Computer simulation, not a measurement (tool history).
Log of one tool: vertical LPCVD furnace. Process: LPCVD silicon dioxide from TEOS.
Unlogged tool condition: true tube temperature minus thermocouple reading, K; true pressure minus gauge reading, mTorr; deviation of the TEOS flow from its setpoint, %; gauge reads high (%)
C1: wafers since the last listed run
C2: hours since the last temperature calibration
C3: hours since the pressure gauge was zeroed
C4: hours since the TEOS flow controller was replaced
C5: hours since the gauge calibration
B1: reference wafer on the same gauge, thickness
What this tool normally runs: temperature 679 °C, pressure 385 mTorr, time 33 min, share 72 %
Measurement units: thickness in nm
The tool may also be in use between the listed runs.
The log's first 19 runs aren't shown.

{"run": 20, "hour": 453.8, "temperature": 679, "pressure": 385, "time": 33, "share": 67, "C1": 250, "C2": 76.5, "C3": 155.9, "C4": 148.9, "C5": 83, "B1": 189.25, "thickness": 162.1}
{"run": 21, "hour": 467.4, "temperature": 668, "pressure": 315, "time": 37, "share": 64, "C1": 217, "C2": 90.1, "C3": 169.5, "C4": 162.5, "C5": 96.6, "B1": 189.04, "thickness": 122.56}
{"run": 22, "hour": 486.1, "temperature": 679, "pressure": 385, "time": 33, "share": 72, "C1": 299, "C2": 108.8, "C3": 188.2, "C4": 181.2, "C5": 115.3, "B1": 189.42, "thickness": 167.16}
{"run": 23, "hour": 505.3, "temperature": 684, "pressure": 315, "time": 37, "share": 62, "C1": 307, "C2": 128, "C3": 207.4, "C4": 200.4, "C5": 134.5, "B1": 188.89, "thickness": 178.59}
{"run": 24, "hour": 519.6, "temperature": 679, "pressure": 385, "time": 33, "share": 72, "C1": 229, "C2": 142.3, "C3": 221.7, "C4": 214.7, "C5": 148.8, "B1": 188.84, "thickness": 168.01}
{"run": 25, "hour": 537.4, "temperature": 679, "pressure": 445, "time": 41, "share": 72, "C1": 285, "C2": 160.1, "C3": 239.5, "C4": 232.5, "C5": 166.6, "B1": 188.69, "thickness": 226.07}
{"run": 26, "hour": 640.6, "temperature": 689, "pressure": 310, "time": 33, "share": 81, "C1": 1654, "C2": 263.3, "C3": 342.7, "C4": 335.7, "C5": 269.8, "B1": 189.08, "thickness": 202.61}
{"run": 27, "hour": 672.2, "temperature": 690, "pressure": 340, "time": 28.5, "share": 66, "C1": 506, "C2": 294.9, "C3": 374.3, "C4": 367.3, "C5": 301.4, "B1": 189.06, "thickness": 170.59}
{"run": 28, "hour": 692.9, "temperature": 679, "pressure": 335, "time": 33, "share": 72, "C1": 331, "C2": 315.6, "C3": 395, "C4": 388, "C5": 322.1, "B1": 189.09, "thickness": 155.64}
{"run": 29, "hour": 725.0, "temperature": 668, "pressure": 385, "time": 33, "share": 72, "C1": 514, "C2": 347.7, "C3": 427.1, "C4": 420.1, "C5": 354.2, "B1": 189.16, "thickness": 128.65}
{"run": 30, "hour": 745.7, "temperature": 670, "pressure": 385, "time": 33, "share": 82, "C1": 331, "C2": 368.4, "C3": 447.8, "C4": 440.8, "C5": 374.9, "B1": 189.13, "thickness": 142.67}

Here are 5 independent what-if runs from the current tool condition. What would each one return?
{"run": "A", "hour": 750.3, "temperature": 679, "pressure": 385, "time": 33, "share": 72, "C1": 73, "C2": 373, "C3": 452.4, "C4": 445.4, "C5": 379.5, "B1": "?", "thickness": "?"}
{"run": "B", "hour": 750.3, "temperature": 667, "pressure": 415, "time": 20.5, "share": 62, "C1": 73, "C2": 373, "C3": 452.4, "C4": 445.4, "C5": 379.5, "B1": "?", "thickness": "?"}
{"run": "C", "hour": 750.3, "temperature": 688, "pressure": 445, "time": 33, "share": 72, "C1": 73, "C2": 373, "C3": 452.4, "C4": 445.4, "C5": 379.5, "B1": "?", "thickness": "?"}
{"run": "D", "hour": 750.3, "temperature": 679, "pressure": 385, "time": 24.5, "share": 72, "C1": 73, "C2": 373, "C3": 452.4, "C4": 445.4, "C5": 379.5, "B1": "?", "thickness": "?"}
{"run": "E", "hour": 750.3, "temperature": 683, "pressure": 315, "time": 22, "share": 86, "C1": 73, "C2": 373, "C3": 452.4, "C4": 445.4, "C5": 379.5, "B1": "?", "thickness": "?"}

run=A B1=188.94 thickness=167.61
run=B B1=188.94 thickness=74.66
run=C B1=188.94 thickness=223.8
run=D B1=188.94 thickness=124.44
run=E B1=188.94 thickness=121.7
Take away the tool's hidden state, keep each run's random variation, and the runs would have read:
run=A thickness=167.61
run=B thickness=74.66
run=C thickness=223.8
run=D thickness=124.44
run=E thickness=121.7
